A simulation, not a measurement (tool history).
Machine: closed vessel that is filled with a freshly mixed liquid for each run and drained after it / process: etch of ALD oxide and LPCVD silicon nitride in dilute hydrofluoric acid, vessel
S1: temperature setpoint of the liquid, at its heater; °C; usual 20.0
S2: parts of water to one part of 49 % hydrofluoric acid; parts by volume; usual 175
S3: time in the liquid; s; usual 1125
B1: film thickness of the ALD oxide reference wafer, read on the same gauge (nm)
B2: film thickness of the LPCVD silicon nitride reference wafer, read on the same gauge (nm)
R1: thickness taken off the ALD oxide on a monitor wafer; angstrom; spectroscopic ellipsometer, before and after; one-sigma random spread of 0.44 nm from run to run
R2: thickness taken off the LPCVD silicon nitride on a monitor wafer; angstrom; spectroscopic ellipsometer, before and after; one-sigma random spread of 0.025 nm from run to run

run	hour	S1	S2	S3	B1	B2	R1	R2
1	0.0	20.0	175	1125	60.06	39.979	405.2	22.14
2	22.4	20.0	175	1125	59.99	39.956	410.5	21.63
3	78.7	20.0	175	1395	60.03	39.988	505.8	26.65
4	100.3	20.0	175	1125	60.00	39.995	401.7	21.67
5	126.3	20.0	175	1125	60.02	40.006	403.2	21.50
6	157.7	20.0	175	1125	60.02	40.020	404.0	21.17
# hour 177.2: thermometer replaced
7	183.5	20.0	175	1520	60.04	40.036	596.8	34.56
8	217.8	20.0	175	1520	60.00	40.010	591.3	34.17
9	241.7	22.0	255	1430	60.01	40.014	377.1	24.84
10	263.1	17.5	90	1520	60.00	40.022	1143.5	54.12
11	279.4	21.5	230	585	60.00	40.019	174.9	10.96
12	292.1	20.0	115	1340	59.99	39.950	842.0	44.73
13	304.4	20.0	205	745	59.94	40.013	238.0	14.14
14	338.1	20.0	175	1125	59.98	39.997	431.0	24.52
# hour 345.5: gauge calibrated
15	368.0	20.0	175	1395	59.97	40.004	535.3	30.61
16	404.0	20.0	175	1125	60.01	40.017	430.8	25.03
17	436.0	21.5	130	1125	60.02	40.011	652.5	36.34
# hour 479.5: hydrofluoric acid flow meter replaced
18	493.0	20.0	145	1125	60.01	39.989	620.9	33.67
19	517.5	23.5	175	1125	59.99	40.019	582.4	34.53
20	530.1	24.0	90	600	59.97	40.019	663.3	36.75
21	562.1	24.0	110	625	60.00	40.024	547.8	31.20
22	595.1	20.0	245	470	60.03	40.026	139.2	8.39
23	619.8	20.0	175	1125	60.03	39.950	496.1	27.55
24	643.4	22.0	175	1125	60.00	40.037	527.8	30.66
25	677.1	22.5	145	565	59.98	39.950	341.0	19.33

Branching from run 25: 5 alternative next runs. What would each branch give?
A	678.1	20.0	175	1525	?	?	?	?
B	678.1	24.0	240	1535	?	?	?	?
C	678.1	21.5	265	860	?	?	?	?
D	678.1	21.5	245	1520	?	?	?	?
E	678.1	17.0	175	1125	?	?	?	?

run	B1	B2	R1	R2
A	60.06	40.003	667.2	36.88
B	60.06	40.003	533.0	35.30
C	60.06	40.003	240.9	15.33
D	60.06	40.003	469.4	29.24
E	60.06	40.003	436.5	22.23
Stripped of hidden state, with their random variation kept, the same runs would have yielded:
run	R1	R2
A	699.3	39.17
B	558.3	37.41
C	252.4	16.25
D	491.9	31.01
E	457.8	23.63
